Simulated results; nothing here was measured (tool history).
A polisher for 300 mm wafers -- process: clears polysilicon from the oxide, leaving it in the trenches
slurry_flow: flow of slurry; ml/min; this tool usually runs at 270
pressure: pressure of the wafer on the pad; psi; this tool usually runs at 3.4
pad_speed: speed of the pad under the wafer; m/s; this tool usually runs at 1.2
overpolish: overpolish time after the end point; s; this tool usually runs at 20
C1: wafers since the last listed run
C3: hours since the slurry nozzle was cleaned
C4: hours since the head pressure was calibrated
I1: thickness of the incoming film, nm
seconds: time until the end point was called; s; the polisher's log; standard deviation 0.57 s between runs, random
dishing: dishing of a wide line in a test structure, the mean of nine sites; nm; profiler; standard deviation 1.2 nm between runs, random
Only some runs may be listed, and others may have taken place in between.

run 1 day=0 | slurry_flow=270 pressure=3.1 pad_speed=1.2 overpolish=20 | C1=0 wafers_polished_on_this_pad=1088 C3=323.7 C4=387.8 | I1=734.3 | seconds=53.9 dishing=82.4
-- day=1.075 worn pad replaced by a new one
run 2 day=1.108 | slurry_flow=270 pressure=3.1 pad_speed=1.2 overpolish=20 | C1=266 wafers_polished_on_this_pad=10 C3=350.3 C4=414.4 | I1=720.7 | seconds=45 dishing=83.2
run 3 day=1.983 | slurry_flow=270 pressure=3.1 pad_speed=1.2 overpolish=20 | C1=247 wafers_polished_on_this_pad=257 C3=371.3 C4=435.4 | I1=724.1 | seconds=47.2 dishing=84.7
run 4 day=3.292 | slurry_flow=270 pressure=3.4 pad_speed=1.2 overpolish=20 | C1=370 wafers_polished_on_this_pad=628 C3=402.7 C4=466.8 | I1=719.7 | seconds=45.5 dishing=85.2
run 5 day=4.525 | slurry_flow=320 pressure=3.4 pad_speed=1.2 overpolish=20 | C1=349 wafers_polished_on_this_pad=977 C3=432.3 C4=496.4 | I1=714.8 | seconds=45.4 dishing=84
-- day=6.554 worn pad replaced by a new one
run 6 day=6.717 | slurry_flow=320 pressure=3.4 pad_speed=1.2 overpolish=20 | C1=573 wafers_polished_on_this_pad=45 C3=484.9 C4=549 | I1=732.4 | seconds=42.2 dishing=83.9
run 7 day=7.962 | slurry_flow=270 pressure=3.4 pad_speed=1.2 overpolish=20 | C1=352 wafers_polished_on_this_pad=398 C3=514.8 C4=578.9 | I1=740.4 | seconds=46.4 dishing=83
run 8 day=9.196 | slurry_flow=270 pressure=3.4 pad_speed=1.2 overpolish=20 | C1=349 wafers_polished_on_this_pad=747 C3=544.4 C4=608.5 | I1=739.8 | seconds=48.3 dishing=79.8
run 9 day=10.529 | slurry_flow=270 pressure=3.4 pad_speed=1.2 overpolish=20 | C1=377 wafers_polished_on_this_pad=1124 C3=576.4 C4=640.5 | I1=719.8 | seconds=47.2 dishing=82.7
-- day=11.812 worn pad replaced by a new one
run 10 day=11.846 | slurry_flow=270 pressure=4.2 pad_speed=1.2 overpolish=20 | C1=325 wafers_polished_on_this_pad=8 C3=608 C4=672.1 | I1=729.8 | seconds=35 dishing=85
run 11 day=13.279 | slurry_flow=270 pressure=4.2 pad_speed=1.2 overpolish=20 | C1=405 wafers_polished_on_this_pad=414 C3=642.4 C4=706.5 | I1=721 | seconds=35.5 dishing=85.3
run 12 day=14.512 | slurry_flow=360 pressure=3.4 pad_speed=1.2 overpolish=20 | C1=349 wafers_polished_on_this_pad=763 C3=672 C4=736.1 | I1=745.4 | seconds=47.1 dishing=84.1
run 13 day=15.029 | slurry_flow=270 pressure=2.2 pad_speed=1.2 overpolish=17 | C1=146 wafers_polished_on_this_pad=910 C3=684.4 C4=748.5 | I1=724.1 | seconds=71 dishing=74.1
-- day=15.162 slurry nozzle cleaned
-- day=15.967 worn pad replaced by a new one, of another model than before
run 14 day=16.012 | slurry_flow=270 pressure=3.4 pad_speed=1.2 overpolish=20 | C1=219 wafers_polished_on_this_pad=12 C3=20.4 C4=772.1 | I1=734.2 | seconds=42.9 dishing=84.6
run 15 day=17.033 | slurry_flow=230 pressure=3.4 pad_speed=1.2 overpolish=27 | C1=289 wafers_polished_on_this_pad=301 C3=44.9 C4=796.6 | I1=721.6 | seconds=44.7 dishing=85.1
-- day=17.858 head pressure recalibrated
run 16 day=17.979 | slurry_flow=325 pressure=3.4 pad_speed=1.58 overpolish=20 | C1=244 wafers_polished_on_this_pad=545 C3=67.6 C4=2.9 | I1=714.8 | seconds=38.3 dishing=86.4
run 17 day=18.642 | slurry_flow=360 pressure=4 pad_speed=1.2 overpolish=8 | C1=187 wafers_polished_on_this_pad=733 C3=83.5 C4=18.8 | I1=740.9 | seconds=42.7 dishing=67.6
run 18 day=20.096 | slurry_flow=180 pressure=2.7 pad_speed=0.86 overpolish=17 | C1=411 wafers_polished_on_this_pad=1145 C3=118.4 C4=53.7 | I1=721.4 | seconds=66.9 dishing=74.8
run 19 day=20.679 | slurry_flow=270 pressure=3.1 pad_speed=1.2 overpolish=20 | C1=165 wafers_polished_on_this_pad=1310 C3=132.4 C4=67.7 | I1=731.9 | seconds=50.4 dishing=82.2
-- day=21 worn pad replaced by a new one
run 20 day=21.262 | slurry_flow=345 pressure=3.4 pad_speed=1.2 overpolish=13 | C1=117 wafers_polished_on_this_pad=74 C3=146.4 C4=81.7 | I1=732.9 | seconds=41.7 dishing=77.3
run 21 day=22.567 | slurry_flow=340 pressure=4.1 pad_speed=1.2 overpolish=20 | C1=369 wafers_polished_on_this_pad=443 C3=177.7 C4=113 | I1=738.7 | seconds=40.2 dishing=83.3
run 22 day=23.896 | slurry_flow=270 pressure=3.4 pad_speed=1.56 overpolish=20 | C1=376 wafers_polished_on_this_pad=819 C3=209.6 C4=144.9 | I1=722.3 | seconds=40.3 dishing=84.5

Below are 5 alternative next runs, each starting from the tool's condition after run 22. Predict each:
run A day=23.912 | slurry_flow=270 pressure=3.4 pad_speed=1.2 overpolish=20 | C1=4 wafers_polished_on_this_pad=824 C3=210 C4=145.3 | I1=736.1 | seconds=? dishing=?
run B day=23.912 | slurry_flow=270 pressure=4.5 pad_speed=1.2 overpolish=20 | C1=4 wafers_polished_on_this_pad=824 C3=210 C4=145.3 | I1=736.1 | seconds=? dishing=?
run C day=23.912 | slurry_flow=270 pressure=2.7 pad_speed=1.46 overpolish=20 | C1=4 wafers_polished_on_this_pad=824 C3=210 C4=145.3 | I1=736.1 | seconds=? dishing=?
run D day=23.912 | slurry_flow=195 pressure=3.4 pad_speed=1.2 overpolish=20 | C1=4 wafers_polished_on_this_pad=824 C3=210 C4=145.3 | I1=736.1 | seconds=? dishing=?
run E day=23.912 | slurry_flow=335 pressure=3.4 pad_speed=1.2 overpolish=20 | C1=4 wafers_polished_on_this_pad=824 C3=210 C4=145.3 | I1=736.1 | seconds=? dishing=?

run=A seconds=46.5 dishing=84.1
run=B seconds=38 dishing=85.6
run=C seconds=48.5 dishing=83.6
run=D seconds=47.6 dishing=83.8
run=E seconds=45.9 dishing=84.2
Stripped of hidden state, with their random variation kept, the same runs would have yielded:
run=A seconds=41.5 dishing=85
run=B seconds=33.9 dishing=86.1
run=C seconds=43.3 dishing=84.7
run=D seconds=42.4 dishing=84.9
run=E seconds=40.9 dishing=85.1
